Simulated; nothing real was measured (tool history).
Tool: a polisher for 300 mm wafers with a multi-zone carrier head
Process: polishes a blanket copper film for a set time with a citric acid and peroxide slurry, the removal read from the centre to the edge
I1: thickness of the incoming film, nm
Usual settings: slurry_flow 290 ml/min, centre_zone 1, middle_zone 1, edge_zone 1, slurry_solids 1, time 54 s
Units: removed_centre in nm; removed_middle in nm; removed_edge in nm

{"run": 1, "hour": 0.0, "slurry_flow": 245, "centre_zone": 1, "middle_zone": 1, "edge_zone": 1, "slurry_solids": 1, "time": 54, "I1": 550.2, "removed_centre": 126.5, "removed_middle": 133.4, "removed_edge": 129.1}
{"hour": 55.9, "done": "slurry nozzle cleaned"}
{"run": 2, "hour": 81.9, "slurry_flow": 290, "centre_zone": 1, "middle_zone": 1, "edge_zone": 1, "slurry_solids": 1, "time": 54, "I1": 550.5, "removed_centre": 124.4, "removed_middle": 129.1, "removed_edge": 128.7}
{"run": 3, "hour": 173.8, "slurry_flow": 290, "centre_zone": 1, "middle_zone": 1, "edge_zone": 1, "slurry_solids": 1, "time": 54, "I1": 551.9, "removed_centre": 118.7, "removed_middle": 126.6, "removed_edge": 123.3}
{"hour": 207.1, "done": "carrier head's membrane replaced by a new one"}
{"hour": 252.9, "done": "worn pad replaced by a new one"}
{"run": 4, "hour": 264.5, "slurry_flow": 290, "centre_zone": 1, "middle_zone": 1, "edge_zone": 1, "slurry_solids": 1, "time": 54, "I1": 545.1, "removed_centre": 130.7, "removed_middle": 139.6, "removed_edge": 137.4}
{"run": 5, "hour": 303.6, "slurry_flow": 290, "centre_zone": 1, "middle_zone": 1, "edge_zone": 1, "slurry_solids": 1, "time": 54, "I1": 537.8, "removed_centre": 130.2, "removed_middle": 139.2, "removed_edge": 136.7}
{"run": 6, "hour": 407.7, "slurry_flow": 290, "centre_zone": 1, "middle_zone": 1, "edge_zone": 1.05, "slurry_solids": 1, "time": 54, "I1": 549.3, "removed_centre": 127.5, "removed_middle": 130.7, "removed_edge": 134.6}
{"run": 7, "hour": 455.0, "slurry_flow": 290, "centre_zone": 1, "middle_zone": 1, "edge_zone": 1, "slurry_solids": 1, "time": 54, "I1": 552.2, "removed_centre": 123, "removed_middle": 132.5, "removed_edge": 131.1}
{"hour": 459.6, "done": "slurry nozzle cleaned"}
{"run": 8, "hour": 528.2, "slurry_flow": 335, "centre_zone": 1, "middle_zone": 0.95, "edge_zone": 0.94, "slurry_solids": 1, "time": 70, "I1": 560, "removed_centre": 155.7, "removed_middle": 161.8, "removed_edge": 162.3}
{"hour": 666.3, "done": "worn pad replaced by a new one"}
{"run": 9, "hour": 710.1, "slurry_flow": 290, "centre_zone": 1, "middle_zone": 1, "edge_zone": 0.95, "slurry_solids": 1, "time": 54, "I1": 550.8, "removed_centre": 120.7, "removed_middle": 137.5, "removed_edge": 131}
{"hour": 726.9, "done": "edge zone pressure recalibrated"}
{"run": 10, "hour": 802.3, "slurry_flow": 290, "centre_zone": 1, "middle_zone": 1, "edge_zone": 0.91, "slurry_solids": 1, "time": 54, "I1": 548.6, "removed_centre": 117.7, "removed_middle": 129.7, "removed_edge": 126.1}
{"hour": 869.1, "done": "slurry nozzle cleaned"}
{"run": 11, "hour": 873.4, "slurry_flow": 290, "centre_zone": 1, "middle_zone": 1, "edge_zone": 1, "slurry_solids": 1, "time": 54, "I1": 552.9, "removed_centre": 114.8, "removed_middle": 130.3, "removed_edge": 128}
{"run": 12, "hour": 922.6, "slurry_flow": 290, "centre_zone": 1.09, "middle_zone": 1, "edge_zone": 1, "slurry_solids": 0.9, "time": 45, "I1": 553, "removed_centre": 102.1, "removed_middle": 107.6, "removed_edge": 102.8}
{"run": 13, "hour": 972.6, "slurry_flow": 290, "centre_zone": 1, "middle_zone": 1, "edge_zone": 1, "slurry_solids": 1, "time": 54, "I1": 552.8, "removed_centre": 108.8, "removed_middle": 126.3, "removed_edge": 123.8}
{"run": 14, "hour": 1075.9, "slurry_flow": 290, "centre_zone": 1.05, "middle_zone": 1, "edge_zone": 1, "slurry_solids": 1, "time": 54, "I1": 557.7, "removed_centre": 114.5, "removed_middle": 120.8, "removed_edge": 121}
{"hour": 1085.8, "done": "worn pad replaced by a new one"}
{"hour": 1130.7, "done": "centre zone pressure recalibrated"}
{"run": 15, "hour": 1149.4, "slurry_flow": 290, "centre_zone": 1, "middle_zone": 0.89, "edge_zone": 1, "slurry_solids": 1, "time": 54, "I1": 544.2, "removed_centre": 131.1, "removed_middle": 123.9, "removed_edge": 133.8}
{"run": 16, "hour": 1203.9, "slurry_flow": 290, "centre_zone": 1, "middle_zone": 1, "edge_zone": 1, "slurry_solids": 1, "time": 54, "I1": 557.6, "removed_centre": 133.4, "removed_middle": 133.9, "removed_edge": 131.5}
{"run": 17, "hour": 1240.8, "slurry_flow": 290, "centre_zone": 0.89, "middle_zone": 1, "edge_zone": 1, "slurry_solids": 0.9, "time": 67, "I1": 551.2, "removed_centre": 136.5, "removed_middle": 160.7, "removed_edge": 159.1}
{"hour": 1271.8, "done": "slurry nozzle cleaned"}
{"run": 18, "hour": 1298.9, "slurry_flow": 365, "centre_zone": 0.89, "middle_zone": 0.93, "edge_zone": 1, "slurry_solids": 0.9, "time": 54, "I1": 551, "removed_centre": 110.3, "removed_middle": 121.4, "removed_edge": 126.6}
{"run": 19, "hour": 1391.7, "slurry_flow": 290, "centre_zone": 1, "middle_zone": 1, "edge_zone": 1, "slurry_solids": 1, "time": 54, "I1": 555.6, "removed_centre": 121.9, "removed_middle": 122.8, "removed_edge": 124.2}
{"run": 20, "hour": 1475.5, "slurry_flow": 290, "centre_zone": 1.1, "middle_zone": 1, "edge_zone": 1, "slurry_solids": 1, "time": 54, "I1": 545.4, "removed_centre": 128.7, "removed_middle": 124, "removed_edge": 121.9}
{"hour": 1534.6, "done": "worn pad replaced by a new one"}
{"run": 21, "hour": 1572.8, "slurry_flow": 290, "centre_zone": 1, "middle_zone": 1, "edge_zone": 1, "slurry_solids": 0.85, "time": 54, "I1": 553, "removed_centre": 124.9, "removed_middle": 134.6, "removed_edge": 133.2}

Forecast each of these 4 alternatives for the next run:
{"run": "A", "hour": 1573.2, "slurry_flow": 290, "centre_zone": 1, "middle_zone": 1, "edge_zone": 1, "slurry_solids": 1, "time": 54, "I1": 561.5, "removed_centre": "?", "removed_middle": "?", "removed_edge": "?"}
{"run": "B", "hour": 1573.2, "slurry_flow": 290, "centre_zone": 1, "middle_zone": 0.94, "edge_zone": 0.9, "slurry_solids": 1, "time": 54, "I1": 561.5, "removed_centre": "?", "removed_middle": "?", "removed_edge": "?"}
{"run": "C", "hour": 1573.2, "slurry_flow": 350, "centre_zone": 0.88, "middle_zone": 1.12, "edge_zone": 1, "slurry_solids": 1, "time": 72, "I1": 561.5, "removed_centre": "?", "removed_middle": "?", "removed_edge": "?"}
{"run": "D", "hour": 1573.2, "slurry_flow": 290, "centre_zone": 1.1, "middle_zone": 0.94, "edge_zone": 1, "slurry_solids": 1, "time": 44, "I1": 561.5, "removed_centre": "?", "removed_middle": "?", "removed_edge": "?"}

run=A removed_centre=131.3 removed_middle=136.6 removed_edge=135.5
run=B removed_centre=131.3 removed_middle=129.7 removed_edge=130.6
run=C removed_centre=156 removed_middle=203.1 removed_edge=182
run=D removed_centre=117.8 removed_middle=105.6 removed_edge=110.5
Without the tool's hidden state the same runs would have given:
run=A removed_centre=137.4 removed_middle=138.5 removed_edge=137.4
run=B removed_centre=137.4 removed_middle=131.5 removed_edge=132.4
run=C removed_centre=163.3 removed_middle=205.9 removed_edge=184.5
run=D removed_centre=123.2 removed_middle=107.1 removed_edge=112

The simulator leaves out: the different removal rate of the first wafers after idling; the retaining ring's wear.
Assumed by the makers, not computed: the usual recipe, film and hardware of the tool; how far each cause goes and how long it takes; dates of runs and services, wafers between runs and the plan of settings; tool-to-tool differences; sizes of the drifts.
